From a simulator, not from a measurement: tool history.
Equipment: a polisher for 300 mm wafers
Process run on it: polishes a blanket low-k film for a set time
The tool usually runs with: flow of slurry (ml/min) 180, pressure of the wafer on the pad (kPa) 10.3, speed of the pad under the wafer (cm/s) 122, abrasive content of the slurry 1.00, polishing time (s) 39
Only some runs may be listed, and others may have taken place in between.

run	day	flow of slurry (ml/min)	pressure of the wafer on the pad (kPa)	speed of the pad under the wafer (cm/s)	abrasive content of the slurry	polishing time (s)	incoming thickness of the incoming film, nm	film removed (nm)
1	0.000	180	10.3	122	1.00	39	334.9	11.9
2	0.354	180	10.3	122	0.75	39	339.3	10.1
# day 0.892: conditioning disc replaced and pad reconditioned
3	0.904	180	10.3	122	0.75	39	338.6	10.0
# day 1.246: slurry blender recalibrated
4	1.288	180	10.3	122	0.75	39	339.1	10.7
5	1.675	180	10.3	122	1.00	39	340.2	12.5
6	2.067	180	10.3	122	1.00	39	337.6	12.2
# day 2.733: worn pad replaced by a new one
7	2.754	180	10.3	122	1.00	39	338.3	12.0
8	2.883	180	10.3	122	1.00	39	338.5	12.4
9	3.579	180	10.3	122	0.90	39	341.1	11.2
10	4.321	180	10.3	156	1.00	39	346.8	14.6
# day 5.012: slurry nozzle cleaned
11	5.033	180	10.3	122	0.80	39	337.7	10.7
12	5.704	180	10.3	140	1.30	50	337.8	18.7
13	6.250	125	10.3	110	0.75	44	340.4	9.5
# day 6.454: slurry blender recalibrated
14	6.679	180	13.1	160	1.25	25	345.8	13.4
# day 7.504: worn pad replaced by a new one
15	7.525	200	12.4	122	1.15	52	344.0	20.3
16	7.996	180	10.3	122	1.00	39	336.6	11.9
17	8.496	160	10.3	122	1.00	35	345.2	10.3
# day 8.908: head pressure recalibrated
# day 9.192: conditioning disc replaced and pad reconditioned
18	9.238	125	9.0	122	1.00	39	335.6	11.0
19	9.579	180	10.3	122	1.00	39	337.6	13.4
20	9.838	180	10.3	122	1.00	39	335.4	13.8
# day 11.375: slurry blender recalibrated
# day 11.642: worn pad replaced by a new one
21	11.662	180	13.8	122	0.70	39	347.0	14.7

Per-run results on a tool with no hidden state, each run keeping its own random variation:
What the log doesn't record here: removal rate lost through wear of the pad, %; slurry flow missing at the pad, %; deviation of the head's pressure from its setpoint, %; abrasive missing from the slurry, %; time polished since the conditioner stopped cutting, s.
run	film removed (nm)
1	14.0
2	12.0
3	12.0
4	12.2
5	14.2
6	14.0
7	13.9
8	14.4
9	13.2
10	17.3
11	12.8
12	22.3
13	11.6
14	15.5
15	23.7
16	14.0
17	12.1
18	11.4
19	14.0
20	14.4
21	15.1
